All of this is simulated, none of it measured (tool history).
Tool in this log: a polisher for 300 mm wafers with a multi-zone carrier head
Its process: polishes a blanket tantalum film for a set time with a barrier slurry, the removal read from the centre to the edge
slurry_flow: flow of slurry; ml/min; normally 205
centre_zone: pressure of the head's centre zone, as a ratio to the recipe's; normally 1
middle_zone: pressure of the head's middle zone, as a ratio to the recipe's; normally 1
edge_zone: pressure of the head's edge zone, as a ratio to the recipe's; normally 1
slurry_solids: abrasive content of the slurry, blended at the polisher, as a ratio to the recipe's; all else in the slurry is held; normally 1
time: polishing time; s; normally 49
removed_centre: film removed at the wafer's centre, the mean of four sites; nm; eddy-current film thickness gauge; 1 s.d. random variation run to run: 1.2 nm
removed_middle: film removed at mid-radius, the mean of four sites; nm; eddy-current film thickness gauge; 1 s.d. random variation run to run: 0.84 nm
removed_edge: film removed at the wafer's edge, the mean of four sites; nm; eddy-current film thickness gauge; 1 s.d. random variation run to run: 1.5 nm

run	day	slurry_flow	centre_zone	middle_zone	edge_zone	slurry_solids	time	wafers since the last listed run	wafers polished on this pad	hours since the slurry nozzle was cleaned	hours since the centre zone pressure was calibrated	hours since the edge zone pressure was calibrated	hours since the carrier head's membrane was replaced	incoming thickness of the incoming film, nm	removed_centre	removed_middle	removed_edge
1	0	205	1	1	1	1	49	0	1521	31.9	444.3	591.6	506.9	321.3	103.8	106.7	105.3
2	2.667	205	1	1	1	1	49	401	1922	95.9	508.3	655.6	570.9	317.9	105.1	107.3	103.5
# day 5.396: worn pad replaced by a new one
3	5.417	205	1	1	1	1	49	388	3	161.9	574.3	721.6	636.9	320.4	104.7	106.3	106.2
4	7.604	170	1	1	1	1	45	329	332	214.4	626.8	774.1	689.4	314.8	93.8	97.9	96.3
# day 9.425: centre zone pressure recalibrated
5	10.488	170	1	1	1	1	45	421	754	283.6	25.5	843.3	758.6	320.8	92.6	98.5	95.9
# day 10.95: edge zone pressure recalibrated
# day 12.646: slurry nozzle cleaned
6	13.571	170	1	1	1	1	45	445	1199	22.2	99.5	62.9	832.6	320.4	94	98	97.3
7	16.942	155	1	0.91	1.04	1	33	507	1707	103.1	180.4	143.8	913.5	317.1	68.1	66.1	71
8	19.221	205	1	1.12	1	1	49	343	2050	157.8	235.1	198.5	968.2	319.2	105.5	118	106.8
# day 20.562: worn pad replaced by a new one
9	20.75	205	1	1	1	1	54	205	28	194.5	271.8	235.2	1004.9	323.8	115.2	119.9	114.9
# day 22.621: carrier head's membrane replaced by a new one
10	25.233	205	1	1	1	1	37	643	672	302.1	379.4	342.8	62.7	318.3	78	81.6	80
# day 26.396: slurry nozzle cleaned
11	27.675	205	1	1	1	1	49	361	1033	30.7	438	401.4	121.3	323.4	102.8	108.5	106
12	29.896	205	1	1	1	1	49	334	1368	84	491.3	454.7	174.6	322.5	101.9	106.3	104.4
13	31.971	240	1	1	1	1	49	312	1680	133.8	541.1	504.5	224.4	320.9	105.5	110.2	105
14	34.512	175	1	1	1	1.2	49	382	2063	194.8	602.1	565.5	285.4	323.6	108.1	114	108.5
# day 36.017: centre zone pressure recalibrated
# day 36.196: worn pad replaced by a new one
15	38.679	205	1	1	1	1	49	589	374	294.8	63.9	665.5	385.4	322.2	103.6	108.3	105
# day 40.475: slurry nozzle cleaned
16	41.479	205	1	1	1	1	66	415	789	24.1	131.1	732.7	452.6	314	142.7	145.4	142.4
17	43.829	245	1	1	1	0.9	49	353	1143	80.5	187.5	789.1	509	324.7	102.9	106.9	105.6
18	45.521	205	1	1	1	1	49	254	1398	121.1	228.1	829.7	549.6	326.8	104.5	109.1	106.9
# day 47.75: edge zone pressure recalibrated
# day 49.625: worn pad replaced by a new one
19	49.858	205	1	1	1	1	49	615	35	225.2	332.2	50.6	653.7	318	105.6	107.5	107.3
20	52.767	205	0.9	1	1	0.85	60	437	473	295	402	120.4	723.5	319.9	112.9	127	125.6

For each run, what was the tool's unlogged condition?
removal rate lost through wear of the pad, %: 0, the same for each run
slurry flow missing at the pad, %: 0, the same for each run
deviation of the centre zone's pressure from its setpoint, %: 0, the same for each run
deviation of the edge zone's pressure from its setpoint, %: 0, the same for each run

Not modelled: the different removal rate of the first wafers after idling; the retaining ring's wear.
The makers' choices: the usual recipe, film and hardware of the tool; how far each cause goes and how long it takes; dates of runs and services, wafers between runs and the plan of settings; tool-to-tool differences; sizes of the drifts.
